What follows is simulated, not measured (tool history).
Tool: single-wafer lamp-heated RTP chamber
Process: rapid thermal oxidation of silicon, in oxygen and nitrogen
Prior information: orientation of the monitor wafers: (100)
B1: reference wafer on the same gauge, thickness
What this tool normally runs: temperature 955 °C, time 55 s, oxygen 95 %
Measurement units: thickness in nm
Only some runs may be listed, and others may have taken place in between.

Run 1, hour 0: usual settings but temperature 945 °C, time 42 s; B1 5.211. Result: thickness 3.813 nm.
Run 2, hour 90.3: usual settings but temperature 945 °C, time 42 s; B1 5.212. Result: thickness 3.818 nm.
Run 3, hour 128.1: usual settings but temperature 945 °C, time 42 s; B1 5.209. Result: thickness 3.836 nm.
Run 4, hour 166: usual settings but temperature 973 °C, oxygen 79 %; B1 5.208. Result: thickness 4.875 nm.
Run 5, hour 266.4: usual settings but temperature 973 °C, oxygen 79 %; B1 5.208. Result: thickness 4.888 nm.
At hour 338.9: pyrometer window cleaned and pyrometer calibrated.
Run 6, hour 339.4: usual settings but temperature 943 °C, oxygen 98 %; B1 5.211. Result: thickness 4.182 nm.
Run 7, hour 410.1: usual settings but time 40 s; B1 5.211. Result: thickness 3.987 nm.
Run 8, hour 477.5: usual settings but oxygen 87 %; B1 5.212. Result: thickness 4.396 nm.
Run 9, hour 525.4: usual settings but oxygen 87 %; B1 5.213. Result: thickness 4.411 nm.
Run 10, hour 627.8: usual settings but oxygen 87 %; B1 5.207. Result: thickness 4.417 nm.
Run 11, hour 731.6: usual settings; B1 5.209. Result: thickness 4.55 nm.
Run 12, hour 776.8: usual settings; B1 5.21. Result: thickness 4.563 nm.
At hour 841.6: pyrometer window cleaned and pyrometer calibrated.
Run 13, hour 873.9: usual settings; B1 5.212. Result: thickness 4.485 nm.
Run 14, hour 926.2: usual settings but oxygen 98 %; B1 5.21. Result: thickness 4.528 nm.
Run 15, hour 1027.4: usual settings but oxygen 98 %; B1 5.214. Result: thickness 4.55 nm.
Run 16, hour 1272.9: usual settings but temperature 965 °C; B1 5.21. Result: thickness 4.884 nm.
At hour 1313.4: gauge calibrated.
Run 17, hour 1324.8: usual settings but temperature 965 °C; B1 5.209. Result: thickness 4.881 nm.
Run 18, hour 1380.9: usual settings but temperature 967 °C, oxygen 71 %; B1 5.212. Result: thickness 4.531 nm.
Run 19, hour 1431.1: usual settings but temperature 925 °C, time 67 s, oxygen 98 %; B1 5.21. Result: thickness 4.044 nm.
At hour 1449.1: pyrometer window cleaned and pyrometer calibrated.
Run 20, hour 1526.8: usual settings but temperature 974 °C, time 70 s, oxygen 80 %; B1 5.21. Result: thickness 5.394 nm.
Run 21, hour 1627.2: usual settings but temperature 935 °C, time 48 s, oxygen 98 %; B1 5.212. Result: thickness 3.784 nm.
Run 22, hour 1680.8: usual settings but temperature 969 °C, oxygen 69 %; B1 5.208. Result: thickness 4.508 nm.
Run 23, hour 1747.1: usual settings; B1 5.214. Result: thickness 4.512 nm.
Run 24, hour 1810.6: usual settings but time 40 s; B1 5.21. Result: thickness 4.002 nm.
Run 25, hour 1865.5: usual settings but temperature 930 °C, time 48 s, oxygen 78 %; B1 5.213. Result: thickness 3.482 nm.
At hour 1933.9: oxygen flow controller replaced.
Run 26, hour 1943.3: usual settings; B1 5.21. Result: thickness 4.539 nm.
Run 27, hour 1988.6: usual settings but temperature 939 °C, time 46 s, oxygen 66 %; B1 5.21. Result: thickness 3.49 nm.
At hour 2078.4: pyrometer window cleaned and pyrometer calibrated.
Run 28, hour 2188.1: usual settings but time 34 s; B1 5.213. Result: thickness 3.75 nm.
Run 29, hour 2237.6: usual settings but oxygen 74 %; B1 5.208. Result: thickness 4.183 nm.
Run 30, hour 2333.9: usual settings but temperature 979 °C, time 33 s, oxygen 76 %; B1 5.212. Result: thickness 4.073 nm.
Run 31, hour 2405.8: usual settings but temperature 938 °C, time 63 s; B1 5.213. Result: thickness 4.243 nm.
Run 32, hour 2471: usual settings but temperature 973 °C, time 47 s, oxygen 80 %; B1 5.21. Result: thickness 4.571 nm.
Run 33, hour 2573.4: usual settings but temperature 966 °C, time 31 s, oxygen 65 %; B1 5.212. Result: thickness 3.547 nm.
At hour 2610.2: pyrometer window cleaned and pyrometer calibrated.
Run 34, hour 2658.4: usual settings but temperature 927 °C, time 34 s, oxygen 98 %; B1 5.213. Result: thickness 3.209 nm.
Run 35, hour 2750.2: usual settings but oxygen 86 %; B1 5.211. Result: thickness 4.358 nm.

For each run, the measured value with the value that run would have given without the tool's hidden condition subtracted. The run-to-run variation is shared by both, the gauge scatter possibly not:
Hidden state at play: true wafer temperature minus pyrometer reading, K; deviation of the oxygen flow from its setpoint, %; gauge reads high (%).
run  thickness
  1     +0.035
  2     +0.046
  3      +0.05
  4     +0.078
  5     +0.094
  6     +0.021
  7     +0.028
  8     +0.041
  9     +0.048
 10     +0.063
 11     +0.082
 12     +0.088
 13     +0.009
 14     +0.016
 15     +0.031
 16     +0.075
 17     +0.083
 18     +0.081
 19     +0.077
 20     +0.022
 21     +0.024
 22     +0.039
 23      +0.05
 24     +0.049
 25     +0.042
 26     +0.079
 27     +0.051
 28     +0.013
 29     +0.021
 30     +0.033
 31     +0.046
 32     +0.058
 33     +0.047
 34     +0.004
 35     +0.019

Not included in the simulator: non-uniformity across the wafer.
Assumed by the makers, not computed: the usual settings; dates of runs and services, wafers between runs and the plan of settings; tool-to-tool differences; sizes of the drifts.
